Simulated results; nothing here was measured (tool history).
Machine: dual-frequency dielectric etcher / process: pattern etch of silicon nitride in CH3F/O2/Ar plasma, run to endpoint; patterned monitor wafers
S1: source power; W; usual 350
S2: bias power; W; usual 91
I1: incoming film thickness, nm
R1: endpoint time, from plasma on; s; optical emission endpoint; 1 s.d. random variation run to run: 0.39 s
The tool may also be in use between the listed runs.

run	hour	S1	S2	I1	R1
1	0	350	91	35.73	50.1
2	21.4	380	91	35.55	48.9
3	49.2	380	91	35.66	49.3
4	68.9	380	91	36.29	50.9
5	88.2	400	83	36.31	51.4
6	107.3	400	83	35.91	50.9
7	133.1	400	83	35.84	51.2
8	160.8	350	76	35.59	53
# hour 194.5: wet clean of the chamber
# hour 198.4: bias power generator calibrated
9	246.2	260	104	35.93	49
# hour 316.8: upper electrode replaced
10	320.8	430	101	36.14	45.3
11	347.2	310	91	36.12	50.6
12	368.9	300	108	36.01	47.4
# hour 375.7: source power generator calibrated
13	397.4	300	91	36.2	50.1
14	422.2	350	91	35.79	48.2
15	438.8	390	84	35.5	48.8
16	460.9	410	73	35.94	51.6
17	475.9	270	106	36.2	50

Alternative continuations, all from the tool just after run 17; predict every row:
A	476.3	350	91	36.06	?
B	476.3	350	109	36.06	?
C	476.3	370	91	36.06	?
D	476.3	310	106	36.06	?
E	476.3	270	81	36.06	?

run	R1
A	48.4
B	45.3
C	47.8
D	47
E	53.3
With the hidden condition removed and each run's random variation left untouched, the same runs would have given:
run	R1
A	47.5
B	44.5
C	46.9
D	46.1
E	52.3
